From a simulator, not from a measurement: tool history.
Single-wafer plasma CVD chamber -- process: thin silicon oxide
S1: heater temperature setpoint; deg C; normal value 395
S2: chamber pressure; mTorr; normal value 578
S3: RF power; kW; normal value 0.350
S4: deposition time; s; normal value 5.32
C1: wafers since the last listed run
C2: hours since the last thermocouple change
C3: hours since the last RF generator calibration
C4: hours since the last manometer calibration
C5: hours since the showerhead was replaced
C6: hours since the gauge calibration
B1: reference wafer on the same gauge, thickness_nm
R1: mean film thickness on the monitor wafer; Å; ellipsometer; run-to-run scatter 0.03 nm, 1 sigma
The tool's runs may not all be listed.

run   hour   S1   S2     S3    S4    C1      C2     C3      C4      C5     C6     B1      R1
  1    0.0  395  578  0.350  5.32     0  2528.5  779.4  1359.0  6592.5  239.6  6.166   73.31
  2   31.9  395  578  0.350  5.32  1498  2560.4  811.3  1390.9  6624.4  271.5  6.178   73.83
  3   56.3  400  578  0.350  5.32  1145  2584.8  835.7  1415.3  6648.8  295.9  6.191   72.94
  4   75.7  400  578  0.350  5.32   911  2604.2  855.1  1434.7  6668.2  315.3  6.179   73.68
  5   99.6  395  661  0.350  5.32  1122  2628.1  879.0  1458.6  6692.1  339.2  6.188   83.89
  6  132.0  395  661  0.350  5.32  1521  2660.5  911.4  1491.0  6724.5  371.6  6.210   84.21
  7  156.5  395  578  0.350  5.32  1150  2685.0  935.9  1515.5  6749.0  396.1  6.215   74.04
     171.5  -- RF generator calibrated
  8  172.0  395  512  0.350  4.47   352  2700.5    0.5  1531.0  6764.5  411.6  6.212   54.73
     202.4  -- showerhead replaced
     209.8  -- thermocouple changed; heater temperature recalibrated
  9  267.2  395  512  0.350  4.47  3749    57.4   95.7  1626.2    64.8  506.8  6.264   55.27
 10  281.0  395  578  0.350  5.32   648    71.2  109.5  1640.0    78.6  520.6  6.265   74.82
 11  311.5  395  578  0.350  6.09  1432   101.7  140.0  1670.5   109.1  551.1  6.270   85.07
     339.4  -- gauge calibrated
 12  343.4  395  578  0.350  6.09  1498   133.6  171.9  1702.4   141.0    4.0  6.141   83.93
 13  362.9  395  578  0.395  5.32   915   153.1  191.4  1721.9   160.5   23.5  6.142   78.29
 14  382.5  395  464  0.350  5.32   920   172.7  211.0  1741.5   180.1   43.1  6.131   58.77
 15  404.3  395  663  0.375  6.26  1023   194.5  232.8  1763.3   201.9   64.9  6.136  101.77
 16  429.6  395  578  0.350  5.32  1188   219.8  258.1  1788.6   227.2   90.2  6.141   72.58
 17  464.3  395  578  0.350  5.32  1629   254.5  292.8  1823.3   261.9  124.9  6.131   73.39
 18  490.7  395  578  0.350  5.32  1239   280.9  319.2  1849.7   288.3  151.3  6.140   73.31
     525.6  -- capacitance manometer re-zeroed and calibrated
 19  526.1  400  721  0.375  4.69  1286   316.3  354.6     0.5   323.7  186.7  6.148   83.20
 20  546.6  395  578  0.330  6.24   962   336.8  375.1    21.0   344.2  207.2  6.161   82.02
 21  559.4  385  512  0.285  5.65   601   349.6  387.9    33.8   357.0  220.0  6.156   59.07
 22  575.4  381  440  0.320  4.47   751   365.6  403.9    49.8   373.0  236.0  6.157   44.16
 23  605.6  395  448  0.350  5.32  1418   395.8  434.1    80.0   403.2  266.2  6.162   56.35
 24  640.8  400  578  0.350  6.36  1653   431.0  469.3   115.2   438.4  301.4  6.179   87.61
 25  664.6  389  578  0.350  5.32  1117   454.8  493.1   139.0   462.2  325.2  6.177   73.70
 26  696.6  383  654  0.350  5.32  1502   486.8  525.1   171.0   494.2  357.2  6.186   83.90
 27  731.7  395  578  0.350  5.32  1648   521.9  560.2   206.1   529.3  392.3  6.205   73.46
 28  746.8  395  578  0.350  5.32   709   537.0  575.3   221.2   544.4  407.4  6.211   73.96

5 ways to go on from here, each from the tool as it stands after run 28. What would each give?
  A  747.2  395  578  0.350  4.77  18  537.4  575.7  221.6  544.8  407.8   ?   ?
  B  747.2  405  698  0.375  6.29  18  537.4  575.7  221.6  544.8  407.8   ?   ?
  C  747.2  405  458  0.350  5.32  18  537.4  575.7  221.6  544.8  407.8   ?   ?
  D  747.2  395  438  0.350  6.22  18  537.4  575.7  221.6  544.8  407.8   ?   ?
  E  747.2  395  578  0.350  5.63  18  537.4  575.7  221.6  544.8  407.8   ?   ?

run     B1      R1
  A  6.209   66.10
  B  6.209  108.81
  C  6.209   57.96
  D  6.209   64.97
  E  6.209   78.00
With the hidden condition removed and each run's random variation left untouched, the same runs would have given:
run      R1
  A   65.36
  B  107.60
  C   57.31
  D   64.25
  E   77.13

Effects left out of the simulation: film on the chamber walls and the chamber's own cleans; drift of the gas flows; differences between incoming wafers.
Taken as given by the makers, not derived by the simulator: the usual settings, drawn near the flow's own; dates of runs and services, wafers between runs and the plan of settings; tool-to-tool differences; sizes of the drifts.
